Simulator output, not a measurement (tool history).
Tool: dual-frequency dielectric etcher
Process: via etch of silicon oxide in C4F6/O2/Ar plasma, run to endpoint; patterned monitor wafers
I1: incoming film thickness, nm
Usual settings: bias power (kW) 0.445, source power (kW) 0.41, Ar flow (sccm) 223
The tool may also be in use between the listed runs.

run 1 hour=0 | bias_power_(kW)=0.445 source_power_(kW)=0.41 Ar_flow_(sccm)=223 | I1=80.2 | endpoint_time_(s)=16.6
run 2 hour=30.6 | bias_power_(kW)=0.469 source_power_(kW)=0.41 Ar_flow_(sccm)=223 | I1=80.5 | endpoint_time_(s)=16.2
run 3 hour=63.1 | bias_power_(kW)=0.445 source_power_(kW)=0.41 Ar_flow_(sccm)=223 | I1=79.6 | endpoint_time_(s)=16.5
run 4 hour=95.4 | bias_power_(kW)=0.445 source_power_(kW)=0.41 Ar_flow_(sccm)=223 | I1=79.9 | endpoint_time_(s)=16.2
-- hour=140 wet clean of the chamber
run 5 hour=140.5 | bias_power_(kW)=0.445 source_power_(kW)=0.41 Ar_flow_(sccm)=223 | I1=80.2 | endpoint_time_(s)=17.2
run 6 hour=144.7 | bias_power_(kW)=0.445 source_power_(kW)=0.41 Ar_flow_(sccm)=223 | I1=79.8 | endpoint_time_(s)=17
run 7 hour=167.1 | bias_power_(kW)=0.445 source_power_(kW)=0.41 Ar_flow_(sccm)=223 | I1=80.8 | endpoint_time_(s)=17.2
run 8 hour=185.7 | bias_power_(kW)=0.445 source_power_(kW)=0.41 Ar_flow_(sccm)=223 | I1=79.6 | endpoint_time_(s)=16.9
run 9 hour=201.6 | bias_power_(kW)=0.445 source_power_(kW)=0.41 Ar_flow_(sccm)=223 | I1=80.9 | endpoint_time_(s)=17
run 10 hour=237.1 | bias_power_(kW)=0.445 source_power_(kW)=0.41 Ar_flow_(sccm)=223 | I1=80.5 | endpoint_time_(s)=17
-- hour=243.5 bias power generator calibrated
run 11 hour=253.9 | bias_power_(kW)=0.445 source_power_(kW)=0.41 Ar_flow_(sccm)=223 | I1=81.1 | endpoint_time_(s)=17
run 12 hour=289.6 | bias_power_(kW)=0.445 source_power_(kW)=0.41 Ar_flow_(sccm)=223 | I1=80.2 | endpoint_time_(s)=16.8
run 13 hour=308.5 | bias_power_(kW)=0.493 source_power_(kW)=0.5 Ar_flow_(sccm)=171 | I1=80.3 | endpoint_time_(s)=14.3
run 14 hour=338 | bias_power_(kW)=0.445 source_power_(kW)=0.41 Ar_flow_(sccm)=223 | I1=79.8 | endpoint_time_(s)=16.7
-- hour=351.5 source power generator calibrated
run 15 hour=359.8 | bias_power_(kW)=0.445 source_power_(kW)=0.41 Ar_flow_(sccm)=223 | I1=79.8 | endpoint_time_(s)=16.6
run 16 hour=390.8 | bias_power_(kW)=0.445 source_power_(kW)=0.41 Ar_flow_(sccm)=223 | I1=80 | endpoint_time_(s)=16.5
-- hour=423.3 upper electrode replaced
run 17 hour=423.8 | bias_power_(kW)=0.445 source_power_(kW)=0.41 Ar_flow_(sccm)=258 | I1=79.6 | endpoint_time_(s)=16.6
-- hour=439.5 Ar flow controller replaced
run 18 hour=449.3 | bias_power_(kW)=0.351 source_power_(kW)=0.5 Ar_flow_(sccm)=223 | I1=80.1 | endpoint_time_(s)=15.8
-- hour=488.1 wet clean of the chamber
run 19 hour=488.6 | bias_power_(kW)=0.469 source_power_(kW)=0.41 Ar_flow_(sccm)=223 | I1=80.7 | endpoint_time_(s)=16.9
run 20 hour=494.6 | bias_power_(kW)=0.445 source_power_(kW)=0.5 Ar_flow_(sccm)=179 | I1=80.8 | endpoint_time_(s)=15.1
run 21 hour=562.8 | bias_power_(kW)=0.388 source_power_(kW)=0.47 Ar_flow_(sccm)=223 | I1=80.6 | endpoint_time_(s)=16.2
run 22 hour=590.7 | bias_power_(kW)=0.369 source_power_(kW)=0.41 Ar_flow_(sccm)=178 | I1=80.5 | endpoint_time_(s)=17.4
run 23 hour=623.1 | bias_power_(kW)=0.445 source_power_(kW)=0.33 Ar_flow_(sccm)=253 | I1=80.3 | endpoint_time_(s)=19.2
run 24 hour=643 | bias_power_(kW)=0.445 source_power_(kW)=0.36 Ar_flow_(sccm)=223 | I1=80.3 | endpoint_time_(s)=18

Measured less the same run without the tool's hidden state. The same run-to-run variation is in both; the gauge's scatter may not be:
The hidden state here: etch rate over this chamber's usual, %; bias power that arrives over what is set, %; source power that arrives over what is set, %; Ar flow that arrives over what is set, %.
run=1 endpoint_time_(s)=-0.5
run=2 endpoint_time_(s)=-0.5
run=3 endpoint_time_(s)=-0.7
run=4 endpoint_time_(s)=-0.7
run=5 endpoint_time_(s)=+0.1
run=6 endpoint_time_(s)=+0
run=7 endpoint_time_(s)=+0.1
run=8 endpoint_time_(s)=-0.1
run=9 endpoint_time_(s)=-0.1
run=10 endpoint_time_(s)=-0.2
run=11 endpoint_time_(s)=-0.2
run=12 endpoint_time_(s)=-0.3
run=13 endpoint_time_(s)=-0.3
run=14 endpoint_time_(s)=-0.3
run=15 endpoint_time_(s)=-0.4
run=16 endpoint_time_(s)=-0.5
run=17 endpoint_time_(s)=-0.6
run=18 endpoint_time_(s)=-0.6
run=19 endpoint_time_(s)=+0
run=20 endpoint_time_(s)=+0
run=21 endpoint_time_(s)=-0.2
run=22 endpoint_time_(s)=-0.2
run=23 endpoint_time_(s)=-0.4
run=24 endpoint_time_(s)=-0.4

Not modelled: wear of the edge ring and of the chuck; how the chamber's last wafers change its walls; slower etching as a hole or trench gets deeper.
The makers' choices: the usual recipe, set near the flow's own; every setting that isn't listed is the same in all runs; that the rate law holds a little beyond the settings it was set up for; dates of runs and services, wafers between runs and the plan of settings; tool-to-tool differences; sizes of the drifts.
